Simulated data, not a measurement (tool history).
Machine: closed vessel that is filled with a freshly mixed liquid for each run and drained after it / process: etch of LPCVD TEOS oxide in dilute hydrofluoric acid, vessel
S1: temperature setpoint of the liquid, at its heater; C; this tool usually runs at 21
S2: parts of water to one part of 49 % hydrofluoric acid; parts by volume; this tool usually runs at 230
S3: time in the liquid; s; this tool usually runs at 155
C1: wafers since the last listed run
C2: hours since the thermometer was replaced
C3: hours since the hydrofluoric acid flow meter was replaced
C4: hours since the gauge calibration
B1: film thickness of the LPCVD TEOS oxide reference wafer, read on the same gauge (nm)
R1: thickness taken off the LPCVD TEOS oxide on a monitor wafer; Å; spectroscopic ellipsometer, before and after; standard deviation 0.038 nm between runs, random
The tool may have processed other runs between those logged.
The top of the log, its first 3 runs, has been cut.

{"hour": 50.7, "done": "thermometer replaced"}
{"run": 4, "hour": 55.2, "S1": 21, "S2": 230, "S3": 155, "C1": 1993, "C2": 4.5, "C3": 829.5, "C4": 218.1, "B1": 140.5, "R1": 112.3}
{"run": 5, "hour": 87.5, "S1": 21, "S2": 230, "S3": 155, "C1": 3679, "C2": 36.8, "C3": 861.8, "C4": 250.4, "B1": 140.61, "R1": 112.9}
{"run": 6, "hour": 123.0, "S1": 21, "S2": 230, "S3": 155, "C1": 4043, "C2": 72.3, "C3": 897.3, "C4": 285.9, "B1": 140.72, "R1": 112.5}
{"run": 7, "hour": 138.0, "S1": 21, "S2": 230, "S3": 155, "C1": 1708, "C2": 87.3, "C3": 912.3, "C4": 300.9, "B1": 140.75, "R1": 112.8}
{"run": 8, "hour": 151.6, "S1": 21, "S2": 230, "S3": 155, "C1": 1549, "C2": 100.9, "C3": 925.9, "C4": 314.5, "B1": 140.81, "R1": 113}
{"run": 9, "hour": 182.0, "S1": 18.5, "S2": 230, "S3": 155, "C1": 3462, "C2": 131.3, "C3": 956.3, "C4": 344.9, "B1": 140.91, "R1": 102.9}
{"run": 10, "hour": 209.7, "S1": 17, "S2": 200, "S3": 235, "C1": 3155, "C2": 159, "C3": 984, "C4": 372.6, "B1": 140.97, "R1": 175.2}
{"hour": 220.1, "done": "hydrofluoric acid flow meter replaced"}
{"run": 11, "hour": 234.1, "S1": 21, "S2": 230, "S3": 185, "C1": 2665, "C2": 183.4, "C3": 14, "C4": 397, "B1": 141.06, "R1": 135.5}
{"run": 12, "hour": 261.9, "S1": 21, "S2": 230, "S3": 155, "C1": 3166, "C2": 211.2, "C3": 41.8, "C4": 424.8, "B1": 141.15, "R1": 113.7}
{"run": 13, "hour": 332.1, "S1": 21, "S2": 230, "S3": 155, "C1": 7995, "C2": 281.4, "C3": 112, "C4": 495, "B1": 141.36, "R1": 114.2}
{"run": 14, "hour": 347.8, "S1": 21, "S2": 230, "S3": 155, "C1": 1788, "C2": 297.1, "C3": 127.7, "C4": 510.7, "B1": 141.42, "R1": 113}
{"run": 15, "hour": 383.1, "S1": 24.5, "S2": 305, "S3": 155, "C1": 4020, "C2": 332.4, "C3": 163, "C4": 546, "B1": 141.53, "R1": 90.5}
{"hour": 384.9, "done": "gauge calibrated"}
{"run": 16, "hour": 403.9, "S1": 21, "S2": 230, "S3": 155, "C1": 2369, "C2": 353.2, "C3": 183.8, "C4": 19, "B1": 139.73, "R1": 111.5}
{"run": 17, "hour": 433.0, "S1": 21, "S2": 230, "S3": 155, "C1": 3314, "C2": 382.3, "C3": 212.9, "C4": 48.1, "B1": 139.83, "R1": 113.1}
{"run": 18, "hour": 450.2, "S1": 21, "S2": 230, "S3": 100, "C1": 1959, "C2": 399.5, "C3": 230.1, "C4": 65.3, "B1": 139.88, "R1": 72.3}
{"run": 19, "hour": 473.8, "S1": 21, "S2": 230, "S3": 115, "C1": 2688, "C2": 423.1, "C3": 253.7, "C4": 88.9, "B1": 139.96, "R1": 83.3}
{"run": 20, "hour": 505.7, "S1": 18, "S2": 305, "S3": 240, "C1": 3633, "C2": 455, "C3": 285.6, "C4": 120.8, "B1": 140.04, "R1": 110.5}
{"run": 21, "hour": 527.2, "S1": 18, "S2": 160, "S3": 195, "C1": 2448, "C2": 476.5, "C3": 307.1, "C4": 142.3, "B1": 140.12, "R1": 194}
{"run": 22, "hour": 557.9, "S1": 21, "S2": 230, "S3": 155, "C1": 3496, "C2": 507.2, "C3": 337.8, "C4": 173, "B1": 140.23, "R1": 112.6}

For run 23, what comes out?
{"run": 23, "hour": 593.6, "S1": 17, "S2": 230, "S3": 70, "C1": 4066, "C2": 542.9, "C3": 373.5, "C4": 208.7, "B1": "?", "R1": "?"}

For run 23 the tool returned B1 140.33, R1 43.8 Å.
If the tool had no hidden condition, the same run with the same run-to-run variation would have returned R1 43.7 Å.

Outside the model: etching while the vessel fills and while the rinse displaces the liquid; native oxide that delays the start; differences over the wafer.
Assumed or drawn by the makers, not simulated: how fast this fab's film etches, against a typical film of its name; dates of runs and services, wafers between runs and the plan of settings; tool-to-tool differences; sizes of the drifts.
